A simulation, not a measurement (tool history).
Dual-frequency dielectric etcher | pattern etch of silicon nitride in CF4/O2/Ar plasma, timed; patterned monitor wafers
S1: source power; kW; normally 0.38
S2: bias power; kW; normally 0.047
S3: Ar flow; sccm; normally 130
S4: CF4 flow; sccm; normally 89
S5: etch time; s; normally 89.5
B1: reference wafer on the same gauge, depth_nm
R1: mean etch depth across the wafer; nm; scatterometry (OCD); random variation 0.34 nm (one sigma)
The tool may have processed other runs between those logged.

| run | hour | S1 | S2 | S3 | S4 | S5 | B1 | R1 |
|---|---|---|---|---|---|---|---|---|
| 1 | 0 | 0.38 | 0.047 | 130 | 70 | 113.5 | 118.9 | 160.3 |
| 2 | 59.9 | 0.38 | 0.047 | 153 | 89 | 113.5 | 119 | 163.1 |
|  | 151.6 | bias power generator calibrated |
| 3 | 155.3 | 0.38 | 0.047 | 130 | 89 | 89.5 | 118.9 | 130.5 |
|  | 210 | Ar flow controller replaced |
| 4 | 237.7 | 0.38 | 0.042 | 146 | 89 | 89.5 | 118.9 | 123.5 |
|  | 293.9 | wet clean of the chamber |
| 5 | 341 | 0.38 | 0.047 | 130 | 89 | 89.5 | 118.9 | 134.5 |
| 6 | 426.6 | 0.28 | 0.047 | 130 | 74 | 89.5 | 119.1 | 105.6 |
| 7 | 533.6 | 0.38 | 0.047 | 130 | 89 | 89.5 | 119 | 133 |
| 8 | 627.8 | 0.43 | 0.047 | 130 | 102 | 89.5 | 119 | 148 |
| 9 | 677.7 | 0.38 | 0.057 | 130 | 79 | 89.5 | 118.8 | 140.2 |
| 10 | 776.5 | 0.46 | 0.047 | 130 | 107 | 76 | 118.9 | 132.3 |
| 11 | 822.9 | 0.38 | 0.047 | 130 | 89 | 89.5 | 119 | 131.7 |
| 12 | 979.5 | 0.45 | 0.052 | 130 | 89 | 89.5 | 119 | 153.7 |
|  | 1022.5 | wet clean of the chamber |
|  | 1104.7 | source power generator calibrated |
|  | 1221.4 | upper electrode replaced |
| 13 | 1251.2 | 0.45 | 0.047 | 130 | 89 | 89.5 | 118.9 | 151.7 |
| 14 | 1440.4 | 0.38 | 0.047 | 156 | 89 | 80 | 119 | 116.4 |
| 15 | 1528.9 | 0.38 | 0.047 | 149 | 89 | 101 | 118.9 | 147.1 |
| 16 | 1635.2 | 0.35 | 0.047 | 158 | 89 | 81.5 | 119.1 | 111.5 |
|  | 1693.3 | wet clean of the chamber |
| 17 | 1693.8 | 0.42 | 0.047 | 150 | 89 | 89.5 | 119 | 142 |
| 18 | 1741.4 | 0.38 | 0.053 | 130 | 89 | 65 | 119 | 102.3 |
| 19 | 1846.6 | 0.38 | 0.047 | 130 | 89 | 111 | 119.1 | 165.7 |
|  | 1907.8 | bias power generator calibrated |
| 20 | 1929.7 | 0.38 | 0.051 | 130 | 89 | 89.5 | 119 | 138 |

Branching from run 20: 5 alternative next runs. What would each branch give?
| A | 1930.1 | 0.38 | 0.047 | 130 | 89 | 89.5 | ? | ? |
| B | 1930.1 | 0.38 | 0.047 | 140 | 89 | 111 | ? | ? |
| C | 1930.1 | 0.38 | 0.053 | 130 | 89 | 81.5 | ? | ? |
| D | 1930.1 | 0.38 | 0.047 | 113 | 111 | 111 | ? | ? |
| E | 1930.1 | 0.34 | 0.047 | 130 | 83 | 89.5 | ? | ? |

| run | B1 | R1 |
|---|---|---|
| A | 118.9 | 132.9 |
| B | 118.9 | 163.5 |
| C | 118.9 | 126.5 |
| D | 118.9 | 172.5 |
| E | 118.9 | 121.6 |
Stripped of hidden state, with their random variation kept, the same runs would have yielded:
| run | R1 |
|---|---|
| A | 134 |
| B | 164.9 |
| C | 127.6 |
| D | 174 |
| E | 122.7 |

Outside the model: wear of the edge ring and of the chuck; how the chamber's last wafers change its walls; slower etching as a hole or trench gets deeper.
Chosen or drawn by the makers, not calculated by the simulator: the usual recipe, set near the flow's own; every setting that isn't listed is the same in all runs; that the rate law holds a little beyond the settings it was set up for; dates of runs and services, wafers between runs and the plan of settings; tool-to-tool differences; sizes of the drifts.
